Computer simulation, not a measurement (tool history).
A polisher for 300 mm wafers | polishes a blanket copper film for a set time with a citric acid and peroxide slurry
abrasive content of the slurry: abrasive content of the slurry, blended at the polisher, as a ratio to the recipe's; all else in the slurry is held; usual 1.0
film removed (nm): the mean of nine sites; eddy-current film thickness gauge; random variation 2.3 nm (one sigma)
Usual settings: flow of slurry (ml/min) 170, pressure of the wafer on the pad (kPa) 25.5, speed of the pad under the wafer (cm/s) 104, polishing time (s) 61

run,hour,flow of slurry (ml/min),pressure of the wafer on the pad (kPa),speed of the pad under the wafer (cm/s),abrasive content of the slurry,polishing time (s),"incoming thickness of the incoming film, nm",film removed (nm)
1,0.0,170,25.5,104,1.2,61,487.8,222.9
# hour 1.4: worn pad replaced by a new one
2,18.3,170,25.5,104,1.0,50,489.7,180.4
3,52.7,170,25.5,104,1.0,50,499.3,179.9
4,70.8,185,25.5,104,1.0,75,482.6,272.5
# hour 76.8: worn pad replaced by a new one
5,106.4,170,25.5,116,1.0,48,493.8,194.5
6,125.7,170,25.5,116,1.0,48,489.3,187.5
# hour 128.2: slurry nozzle cleaned
# hour 148.2: worn pad replaced by a new one
7,148.7,170,25.5,104,1.0,61,483.7,224.3

Forecast run 8:
8,176.6,195,25.5,104,1.0,77,496.1,?

film removed (nm): 283.8
Without the tool's hidden state the same run would have given film removed (nm) 253.2.
